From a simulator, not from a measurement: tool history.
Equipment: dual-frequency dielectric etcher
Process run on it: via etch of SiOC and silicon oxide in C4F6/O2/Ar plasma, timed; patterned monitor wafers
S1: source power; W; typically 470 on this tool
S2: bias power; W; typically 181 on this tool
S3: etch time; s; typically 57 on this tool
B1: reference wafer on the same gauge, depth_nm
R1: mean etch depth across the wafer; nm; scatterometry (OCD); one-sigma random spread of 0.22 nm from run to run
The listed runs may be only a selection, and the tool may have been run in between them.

run,hour,S1,S2,S3,B1,R1
1,0,470,181,64,53.8,75.3
2,7.1,470,181,57,53.7,67
3,14,470,181,57,53.7,66.8
4,25.2,470,165,57,53.8,64.3
5,33.8,470,181,57,53.8,67.2
# hour 65.4: wet clean of the chamber
# hour 72.8: bias power generator calibrated
# hour 74.1: source power generator calibrated
# hour 81.5: upper electrode replaced
6,82,470,181,57,53.9,63.5
7,82.3,470,157,57,53.8,60.2
8,82.7,470,181,57,53.8,63.5
9,83,360,169,70.5,53.9,70.7
10,83.3,470,181,57,53.8,63.6
# hour 90.5: gauge calibrated
11,96.7,470,223,72,53.9,86.8
12,104.2,520,200,42,53.8,50.4
13,113.2,550,145,73,53.8,79
14,130.9,470,181,66.5,53.8,74.6

How would selected steps in R1 from run to run divide? Give the signed amount a tool lacking its hidden state would still show from settings, what came in and random variation, and the signed amount left for the hidden state, including any gauge scatter that is not in both of the compared results.
Hidden state present: etch rate over this chamber's usual, %; source power that arrives over what is set, %; bias power that arrives over what is set, %; gauge reads high (%).
Run 5 -> 6: wet clean of the chamber, bias power generator calibrated, source power generator calibrated, upper electrode replaced. R1 -3.7 nm: hidden state -3.6, all else -0.1.
Run 11 -> 12: S1 470 -> 520, S2 223 -> 200, S3 72 -> 42. R1 -36.4 nm: hidden state -0.3, all else -36.1.

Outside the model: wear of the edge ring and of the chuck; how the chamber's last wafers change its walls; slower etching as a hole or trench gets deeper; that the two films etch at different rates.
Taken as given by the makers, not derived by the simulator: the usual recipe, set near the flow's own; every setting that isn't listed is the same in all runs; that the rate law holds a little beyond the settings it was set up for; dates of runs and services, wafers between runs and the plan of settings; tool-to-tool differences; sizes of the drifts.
